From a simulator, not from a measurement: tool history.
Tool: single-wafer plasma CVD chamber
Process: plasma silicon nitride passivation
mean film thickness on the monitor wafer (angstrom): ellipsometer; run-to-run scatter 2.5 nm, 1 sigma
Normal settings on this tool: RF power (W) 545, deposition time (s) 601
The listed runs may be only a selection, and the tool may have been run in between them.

run      day  RF power (W)  deposition time (s)  wafers since the last listed run  hours since the last RF generator calibration  hours since the showerhead was replaced  hours since the gauge calibration  read-back reference wafer on the same gauge, thickness_nm  mean film thickness on the monitor wafer (angstrom)
  1        0           545                  574                                 0                                          199.8                                   6774.6                              276.3                                                    986.116                                              8765.47
  2    1.796           545                  601                               108                                          242.9                                   6817.7                              319.4                                                    984.423                                              9181.76
  3    6.246           545                  601                               267                                          349.7                                   6924.5                              426.2                                                    984.206                                              9220.73
  4    9.188           545                  601                               177                                          420.3                                   6995.1                              496.8                                                    982.555                                              9193.98
  5   12.033           545                  601                               171                                          488.6                                   7063.4                              565.1                                                     982.58                                               9140.8
  6   16.433           545                  601                               264                                          594.2                                     7169                              670.7                                                    982.052                                              9152.06
  7   20.308           620                  601                               233                                          687.2                                     7262                              763.7                                                    981.079                                               9643.2
  8   22.325           620                  601                               121                                          735.6                                   7310.4                              812.1                                                     981.47                                              9570.38
  9   24.225           620                  601                               114                                          781.2                                     7356                              857.7                                                    981.028                                              9617.27
 10   28.121           610                  601                               234                                          874.7                                   7449.5                              951.2                                                    979.799                                              9530.48
 11   31.508           610                  601                               203                                            956                                   7530.8                             1032.5                                                    980.173                                              9501.41
 12   35.229           610                  601                               223                                         1045.3                                   7620.1                             1121.8                                                    979.772                                              9553.63
 13   38.712           480                  601                               209                                         1128.9                                   7703.7                             1205.4                                                    979.614                                              8722.44
 14   43.129           480                  601                               265                                         1234.9                                   7809.7                             1311.4                                                    979.056                                              8721.53
      45.346  -- RF generator calibrated
 15   45.367           480                  601                               114                                            0.5                                   7863.4                             1365.1                                                    979.519                                                 8715
 16   47.933           545                  601                               154                                           62.1                                     7925                             1426.7                                                    979.633                                              9115.49
 17    51.75           545                  601                               229                                          153.7                                   8016.6                             1518.3                                                    979.031                                              9138.03
 18   55.167           545                  563                               205                                          235.7                                   8098.6                             1600.3                                                    978.541                                               8604.2
 19   58.542           545                  563                               203                                          316.7                                   8179.6                             1681.3                                                    977.993                                              8525.78
      60.296  -- gauge calibrated
 20   61.383           545                  563                               171                                          384.9                                   8247.8                               26.1                                                    992.939                                              8649.46
      61.775  -- showerhead replaced
 21   65.725           475                  547                               241                                          489.1                                     94.8                              130.3                                                    990.681                                              7996.34
 22   67.258           545                  601                                92                                          525.9                                    131.6                              167.1                                                     989.97                                              9246.61
 23   69.788           475                  601                               152                                          586.6                                    192.3                              227.8                                                    989.269                                              8779.71
 24   71.475           475                  547                               101                                          627.1                                    232.8                              268.3                                                     989.02                                              7956.32
 25   73.675           475                  695                               132                                          679.9                                    285.6                              321.1                                                    987.473                                                10146
 26   77.067           445                  481                               204                                          761.3                                      367                              402.5                                                    987.263                                              6837.62
 27   80.133           470                  497                               184                                          834.9                                    440.6                              476.1                                                    985.905                                              7214.65
 28    82.15           580                  690                               121                                          883.3                                      489                              524.5                                                     985.43                                             10812.99
 29   83.758           480                  601                                96                                          921.9                                    527.6                              563.1                                                    985.864                                              8778.26
 30   87.558           485                  546                               228                                         1013.1                                    618.8                              654.3                                                    985.523                                              7982.98
 31   91.188           545                  659                               218                                         1100.2                                    705.9                              741.4                                                     984.28                                             10100.56
 32   92.925           505                  634                               104                                         1141.9                                    747.6                              783.1                                                    984.168                                                 9409
 33   95.588           545                  601                               160                                         1205.8                                    811.5                                847                                                    984.405                                               9164.1
 34   99.867           500                  554                               257                                         1308.5                                    914.2                              949.7                                                    983.473                                              8170.15
 35  103.612           575                  601                               225                                         1398.4                                   1004.1                             1039.6                                                    982.842                                              9388.98
 36  105.629           545                  601                               121                                         1446.8                                   1052.5                               1088                                                    983.739                                              9178.14
     108.312  -- RF generator calibrated
 37  108.404           640                  636                               146                                            2.2                                   1119.1                             1154.6                                                      982.4                                             10301.29
 38  112.396           615                  554                               240                                             98                                   1214.9                             1250.4                                                    982.472                                              8831.89
 39  114.208           595                  654                               109                                          141.5                                   1258.4                             1293.9                                                    982.436                                             10307.92
 40  117.521           440                  654                               199                                            221                                   1337.9                             1373.4                                                    982.038                                              9165.16
 41  125.742           640                  528                               494                                          418.3                                   1535.2                             1570.7                                                    982.285                                              8514.78
 42  127.488           545                  658                               105                                          460.2                                   1577.1                             1612.6                                                    981.696                                             10099.71
 43  129.575           575                  508                               125                                          510.3                                   1627.2                             1662.7                                                    982.579                                              7925.98
 44  131.992           625                  601                               145                                          568.3                                   1685.2                             1720.7                                                    981.638                                              9615.48

Here are 3 independent what-if runs from the current tool condition. What would each one return?
  A  132.017           545                  601                                 1                                          568.9                                   1685.8                             1721.3                                                          ?                                                    ?
  B  132.017           545                  491                                 1                                          568.9                                   1685.8                             1721.3                                                          ?                                                    ?
  C  132.017           490                  643                                 1                                          568.9                                   1685.8                             1721.3                                                          ?                                                    ?

run  read-back reference wafer on the same gauge, thickness_nm  mean film thickness on the monitor wafer (angstrom)
  A                                                    982.331                                              9154.81
  B                                                    982.331                                              7479.22
  C                                                    982.331                                              9406.22
Had the tool no hidden state, the same runs would have come out as:
run  mean film thickness on the monitor wafer (angstrom)
  A                                              9240.44
  B                                              7549.18
  C                                               9494.2
